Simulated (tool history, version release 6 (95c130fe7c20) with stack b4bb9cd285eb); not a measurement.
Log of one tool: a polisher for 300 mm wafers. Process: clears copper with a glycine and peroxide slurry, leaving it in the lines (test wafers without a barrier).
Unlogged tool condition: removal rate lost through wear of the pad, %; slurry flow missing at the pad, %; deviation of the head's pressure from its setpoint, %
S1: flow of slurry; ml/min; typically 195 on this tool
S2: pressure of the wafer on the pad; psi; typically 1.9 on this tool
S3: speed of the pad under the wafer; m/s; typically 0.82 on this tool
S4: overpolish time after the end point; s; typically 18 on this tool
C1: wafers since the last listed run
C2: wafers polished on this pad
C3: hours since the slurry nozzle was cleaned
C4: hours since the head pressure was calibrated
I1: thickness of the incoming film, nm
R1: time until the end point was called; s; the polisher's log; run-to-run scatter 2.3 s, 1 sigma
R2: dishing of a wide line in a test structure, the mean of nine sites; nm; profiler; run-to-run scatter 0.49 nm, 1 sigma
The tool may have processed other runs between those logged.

run 1 hour=0.0 | S1=195 S2=1.9 S3=0.82 S4=18 | C1=0 C2=1575 C3=337.9 C4=300.3 | I1=540.2 | R1=132.5 R2=43.0
run 2 hour=32.7 | S1=195 S2=1.9 S3=0.82 S4=18 | C1=245 C2=1821 C3=370.6 C4=333.0 | I1=534.9 | R1=129.7 R2=43.8
run 3 hour=64.0 | S1=195 S2=1.9 S3=0.82 S4=18 | C1=235 C2=2056 C3=401.9 C4=364.3 | I1=546.2 | R1=134.0 R2=44.5
-- hour=111.0 worn pad replaced by a new one
run 4 hour=118.1 | S1=195 S2=1.9 S3=0.82 S4=18 | C1=376 C2=53 C3=456.0 C4=418.4 | I1=552.6 | R1=133.5 R2=44.2
run 5 hour=169.8 | S1=160 S2=1.9 S3=0.82 S4=18 | C1=388 C2=442 C3=507.7 C4=470.1 | I1=549.9 | R1=142.0 R2=43.5
run 6 hour=195.7 | S1=160 S2=1.9 S3=0.82 S4=18 | C1=194 C2=636 C3=533.6 C4=496.0 | I1=539.1 | R1=135.9 R2=44.2
run 7 hour=235.9 | S1=195 S2=1.9 S3=0.82 S4=18 | C1=302 C2=938 C3=573.8 C4=536.2 | I1=553.3 | R1=131.1 R2=43.7
-- hour=258.2 slurry nozzle cleaned
run 8 hour=268.0 | S1=195 S2=1.5 S3=0.82 S4=18 | C1=233 C2=1172 C3=9.8 C4=568.3 | I1=543.1 | R1=152.6 R2=38.7
run 9 hour=316.8 | S1=195 S2=1.9 S3=0.82 S4=18 | C1=366 C2=1539 C3=58.6 C4=617.1 | I1=539.0 | R1=128.3 R2=44.3
run 10 hour=342.8 | S1=195 S2=1.9 S3=0.82 S4=18 | C1=195 C2=1734 C3=84.6 C4=643.1 | I1=553.6 | R1=131.5 R2=44.3
run 11 hour=412.0 | S1=195 S2=1.9 S3=0.82 S4=18 | C1=519 C2=2254 C3=153.8 C4=712.3 | I1=535.6 | R1=126.1 R2=45.3
-- hour=423.2 worn pad replaced by a new one
run 12 hour=457.4 | S1=195 S2=2.2 S3=0.82 S4=18 | C1=311 C2=257 C3=199.2 C4=757.7 | I1=546.6 | R1=116.5 R2=50.4
-- hour=487.1 head pressure recalibrated
run 13 hour=512.2 | S1=195 S2=1.9 S3=0.82 S4=18 | C1=396 C2=654 C3=254.0 C4=25.1 | I1=548.5 | R1=122.2 R2=48.0
run 14 hour=548.8 | S1=195 S2=1.9 S3=0.82 S4=18 | C1=275 C2=929 C3=290.6 C4=61.7 | I1=542.0 | R1=121.9 R2=47.6
run 15 hour=580.7 | S1=195 S2=1.9 S3=0.82 S4=18 | C1=239 C2=1168 C3=322.5 C4=93.6 | I1=543.5 | R1=121.8 R2=47.3
run 16 hour=647.9 | S1=195 S2=2.5 S3=0.82 S4=7 | C1=504 C2=1673 C3=389.7 C4=160.8 | I1=544.9 | R1=102.7 R2=25.4
run 17 hour=675.4 | S1=240 S2=1.9 S3=0.82 S4=18 | C1=206 C2=1880 C3=417.2 C4=188.3 | I1=542.5 | R1=115.0 R2=48.4
-- hour=720.5 worn pad replaced by a new one
run 18 hour=726.4 | S1=195 S2=1.9 S3=0.82 S4=9 | C1=353 C2=44 C3=468.2 C4=239.3 | I1=538.1 | R1=123.9 R2=26.9
run 19 hour=775.3 | S1=195 S2=1.9 S3=0.82 S4=23 | C1=367 C2=411 C3=517.1 C4=288.2 | I1=544.0 | R1=121.0 R2=57.9
-- hour=807.1 head pressure recalibrated, repeated, since the last time left the tool worse
run 20 hour=807.6 | S1=195 S2=2.4 S3=0.82 S4=18 | C1=227 C2=639 C3=549.4 C4=0.5 | I1=539.9 | R1=116.4 R2=50.0
run 21 hour=851.1 | S1=195 S2=1.4 S3=0.82 S4=18 | C1=326 C2=966 C3=592.9 C4=44.0 | I1=549.7 | R1=164.8 R2=37.2
-- hour=873.9 slurry nozzle cleaned
run 22 hour=904.9 | S1=150 S2=1.9 S3=1.08 S4=18 | C1=396 C2=1363 C3=31.0 C4=97.8 | I1=546.0 | R1=115.3 R2=49.1
run 23 hour=937.2 | S1=195 S2=1.5 S3=0.82 S4=26 | C1=242 C2=1606 C3=63.3 C4=130.1 | I1=544.6 | R1=160.4 R2=51.8
run 24 hour=973.2 | S1=195 S2=1.9 S3=1.04 S4=18 | C1=270 C2=1876 C3=99.3 C4=166.1 | I1=543.1 | R1=112.6 R2=49.6
run 25 hour=1001.5 | S1=230 S2=1.3 S3=0.58 S4=24 | C1=212 C2=2089 C3=127.6 C4=194.4 | I1=551.3 | R1=212.3 R2=39.7
-- hour=1011.8 worn pad replaced by a new one
run 26 hour=1025.6 | S1=195 S2=1.9 S3=0.82 S4=18 | C1=151 C2=103 C3=151.7 C4=218.5 | I1=533.9 | R1=132.5 R2=43.6
run 27 hour=1075.7 | S1=195 S2=2.2 S3=0.82 S4=29 | C1=376 C2=480 C3=201.8 C4=268.6 | I1=556.5 | R1=123.0 R2=67.7
run 28 hour=1100.0 | S1=170 S2=1.6 S3=1.04 S4=28 | C1=182 C2=662 C3=226.1 C4=292.9 | I1=557.4 | R1=131.4 R2=61.7
run 29 hour=1138.3 | S1=215 S2=2.4 S3=0.74 S4=18 | C1=287 C2=950 C3=264.4 C4=331.2 | I1=541.3 | R1=117.8 R2=48.6
run 30 hour=1163.5 | S1=195 S2=1.9 S3=0.82 S4=18 | C1=189 C2=1140 C3=289.6 C4=356.4 | I1=541.4 | R1=132.9 R2=43.9
run 31 hour=1211.8 | S1=195 S2=1.6 S3=0.82 S4=18 | C1=362 C2=1503 C3=337.9 C4=404.7 | I1=543.3 | R1=151.0 R2=39.8
run 32 hour=1255.1 | S1=260 S2=2.1 S3=0.56 S4=10 | C1=325 C2=1828 C3=381.2 C4=448.0 | I1=547.1 | R1=154.2 R2=23.4
run 33 hour=1307.3 | S1=165 S2=2.5 S3=0.56 S4=26 | C1=392 C2=2220 C3=433.4 C4=500.2 | I1=547.0 | R1=148.4 R2=55.4

What the log doesn't show, run by run:
removal rate lost through wear of the pad, %: 0 across all the runs
slurry flow missing at the pad, %: 0 across all the runs
H1: deviation of the head's pressure from its setpoint, %
run=1 H1=1.39
run=2 H1=1.69
run=3 H1=2.01
run=4 H1=2.63
run=5 H1=3.3
run=6 H1=3.67
run=7 H1=4.27
run=8 H1=4.79
run=9 H1=5.63
run=10 H1=6.11
run=11 H1=7.48
run=12 H1=8.46
run=13 H1=14.2
run=14 H1=14.2
run=15 H1=14.3
run=16 H1=14.6
run=17 H1=14.7
run=18 H1=15
run=19 H1=15.4
run=20 H1=-0.165
run=21 H1=-0.137
run=22 H1=-0.0255
run=23 H1=0.082
run=24 H1=0.238
run=25 H1=0.387
run=26 H1=0.532
run=27 H1=0.888
run=28 H1=1.09
run=29 H1=1.44
run=30 H1=1.69
run=31 H1=2.23
run=32 H1=2.77
run=33 H1=3.49
